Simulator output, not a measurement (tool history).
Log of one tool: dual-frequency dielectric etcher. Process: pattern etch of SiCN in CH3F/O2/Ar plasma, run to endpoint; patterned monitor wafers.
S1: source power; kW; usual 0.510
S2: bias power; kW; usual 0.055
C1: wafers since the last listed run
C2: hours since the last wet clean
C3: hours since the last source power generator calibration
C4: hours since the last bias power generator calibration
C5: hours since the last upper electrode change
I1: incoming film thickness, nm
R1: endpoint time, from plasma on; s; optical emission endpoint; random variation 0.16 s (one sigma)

| run | hour | S1 | S2 | C1 | C2 | C3 | C4 | C5 | I1 | R1 |
|---|---|---|---|---|---|---|---|---|---|---|
| 1 | 0.0 | 0.590 | 0.055 | 0 | 232.9 | 4215.7 | 3600.9 | 4872.5 | 11.96 | 29.9 |
| 2 | 31.6 | 0.460 | 0.055 | 448 | 264.5 | 4247.3 | 3632.5 | 4904.1 | 11.96 | 32.4 |
| 3 | 56.5 | 0.510 | 0.055 | 353 | 289.4 | 4272.2 | 3657.4 | 4929.0 | 11.93 | 31.1 |
| 4 | 81.2 | 0.510 | 0.055 | 350 | 314.1 | 4296.9 | 3682.1 | 4953.7 | 11.83 | 31.1 |
| 5 | 100.8 | 0.510 | 0.055 | 278 | 333.7 | 4316.5 | 3701.7 | 4973.3 | 11.98 | 31.2 |
| 6 | 128.6 | 0.510 | 0.055 | 394 | 361.5 | 4344.3 | 3729.5 | 5001.1 | 11.91 | 31.2 |
| 7 | 155.4 | 0.510 | 0.055 | 380 | 388.3 | 4371.1 | 3756.3 | 5027.9 | 11.91 | 31.0 |
| 8 | 169.9 | 0.510 | 0.055 | 205 | 402.8 | 4385.6 | 3770.8 | 5042.4 | 11.98 | 31.5 |
|  | 206.7 | wet clean of the chamber |
| 9 | 207.2 | 0.510 | 0.055 | 188 | 0.5 | 4422.9 | 3808.1 | 5079.7 | 11.92 | 31.1 |
| 10 | 216.3 | 0.510 | 0.055 | 129 | 9.6 | 4432.0 | 3817.2 | 5088.8 | 11.80 | 31.0 |
|  | 249.3 | upper electrode replaced |
| 11 | 249.8 | 0.510 | 0.055 | 134 | 43.1 | 4465.5 | 3850.7 | 0.5 | 11.81 | 30.8 |
| 12 | 265.9 | 0.600 | 0.065 | 228 | 59.2 | 4481.6 | 3866.8 | 16.6 | 11.89 | 28.1 |
| 13 | 297.5 | 0.430 | 0.065 | 448 | 90.8 | 4513.2 | 3898.4 | 48.2 | 11.89 | 31.3 |
| 14 | 312.4 | 0.580 | 0.065 | 211 | 105.7 | 4528.1 | 3913.3 | 63.1 | 11.84 | 28.7 |
| 15 | 327.1 | 0.440 | 0.043 | 208 | 120.4 | 4542.8 | 3928.0 | 77.8 | 11.90 | 35.2 |
| 16 | 345.3 | 0.580 | 0.065 | 258 | 138.6 | 4561.0 | 3946.2 | 96.0 | 11.86 | 28.5 |
|  | 351.7 | bias power generator calibrated |
|  | 366.4 | source power generator calibrated |
| 17 | 366.9 | 0.610 | 0.051 | 193 | 160.2 | 0.5 | 15.2 | 117.6 | 11.96 | 30.2 |
| 18 | 393.2 | 0.610 | 0.050 | 373 | 186.5 | 26.8 | 41.5 | 143.9 | 11.94 | 30.4 |
| 19 | 424.0 | 0.630 | 0.064 | 437 | 217.3 | 57.6 | 72.3 | 174.7 | 11.87 | 28.0 |
| 20 | 447.1 | 0.470 | 0.043 | 327 | 240.4 | 80.7 | 95.4 | 197.8 | 11.89 | 33.9 |
| 21 | 481.7 | 0.630 | 0.050 | 491 | 275.0 | 115.3 | 130.0 | 232.4 | 11.97 | 30.1 |

Forecast each of these 3 alternatives for the next run:
| A | 482.1 | 0.510 | 0.055 | 5 | 275.4 | 115.7 | 130.4 | 232.8 | 11.90 | ? |
| B | 482.1 | 0.390 | 0.062 | 5 | 275.4 | 115.7 | 130.4 | 232.8 | 11.90 | ? |
| C | 482.1 | 0.580 | 0.066 | 5 | 275.4 | 115.7 | 130.4 | 232.8 | 11.90 | ? |

| run | R1 |
|---|---|
| A | 31.1 |
| B | 32.6 |
| C | 28.4 |
Without the tool's hidden state the same runs would have given:
| run | R1 |
|---|---|
| A | 31.1 |
| B | 32.6 |
| C | 28.4 |
